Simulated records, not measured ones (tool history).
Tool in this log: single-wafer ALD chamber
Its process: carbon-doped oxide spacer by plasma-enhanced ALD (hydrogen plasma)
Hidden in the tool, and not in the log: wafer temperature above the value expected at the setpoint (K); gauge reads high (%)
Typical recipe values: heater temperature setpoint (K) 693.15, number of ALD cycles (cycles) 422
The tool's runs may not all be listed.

run     day  heater temperature setpoint (K)  number of ALD cycles (cycles)  wafers since the last listed run  hours since the last thermocouple change  hours since the gauge calibration  read-back reference wafer on the same gauge, thickness_nm  mean film thickness on the monitor wafer (Å)
  1   0.000                           693.15                            422                                 0                                    1526.4                              397.1                                                     19.184                                        193.86
      1.050  -- gauge calibrated
  2   1.317                           693.15                            422                                22                                    1558.0                                6.4                                                     19.450                                        195.57
  3   2.788                           693.15                            422                                24                                    1593.3                               41.7                                                     19.419                                        196.12
  4   4.054                           690.15                            422                                21                                    1623.7                               72.1                                                     19.410                                        196.87
  5   5.054                           693.15                            472                                16                                    1647.7                               96.1                                                     19.371                                        219.01
  6   8.817                           693.15                            472                                63                                    1738.0                              186.4                                                     19.307                                        217.78
  7  10.008                           701.15                            422                                20                                    1766.6                              215.0                                                     19.298                                        189.65
  8  11.238                           701.15                            422                                20                                    1796.1                              244.5                                                     19.272                                        190.18
     12.812  -- thermocouple changed; heater temperature recalibrated
  9  12.833                           701.15                            422                                21                                       0.5                              282.8                                                     19.242                                        189.12
 10  13.804                           693.15                            422                                16                                      23.8                              306.1                                                     19.226                                        194.03
 11  15.146                           693.15                            422                                22                                      56.0                              338.3                                                     19.198                                        194.05
 12  16.004                           705.15                            446                                14                                      76.6                              358.9                                                     19.184                                        195.64
 13  16.683                           705.15                            398                                11                                      92.9                              375.2                                                     19.165                                        175.31
     17.979  -- gauge calibrated
 14  18.150                           705.15                            358                                24                                     128.1                                4.1                                                     19.500                                        160.53
 15  19.183                           697.15                            492                                17                                     152.9                               28.9                                                     19.467                                        226.20
 16  19.862                           678.15                            347                                11                                     169.2                               45.2                                                     19.469                                        169.72
 17  21.346                           693.15                            422                                25                                     204.8                               80.8                                                     19.445                                        197.18
 18  22.267                           689.15                            400                                15                                     226.9                              102.9                                                     19.411                                        188.55
 19  23.362                           693.15                            422                                18                                     253.2                              129.2                                                     19.407                                        195.77
 20  24.162                           693.15                            422                                13                                     272.4                              148.4                                                     19.391                                        195.53
 21  25.375                           693.15                            399                                20                                     301.5                              177.5                                                     19.376                                        185.21
 22  26.271                           678.15                            500                                15                                     323.0                              199.0                                                     19.344                                        242.63

Consider 4 possible next runs. They are alternatives, not a sequence: every one starts from the tool as it was left by run 22. What does each give?
  A  26.312                           693.15                            422                                 0                                     324.0                              200.0                                                          ?                                             ?
  B  26.312                           702.15                            489                                 0                                     324.0                              200.0                                                          ?                                             ?
  C  26.312                           687.15                            389                                 0                                     324.0                              200.0                                                          ?                                             ?
  D  26.312                           708.15                            479                                 0                                     324.0                              200.0                                                          ?                                             ?

run  read-back reference wafer on the same gauge, thickness_nm  mean film thickness on the monitor wafer (Å)
  A                                                     19.347                                        195.45
  B                                                     19.347                                        219.59
  C                                                     19.347                                        183.82
  D                                                     19.347                                        210.60
Take away the tool's hidden state, keep each run's random variation, and the runs would have read:
run  mean film thickness on the monitor wafer (Å)
  A                                        197.00
  B                                        221.33
  C                                        185.27
  D                                        212.27
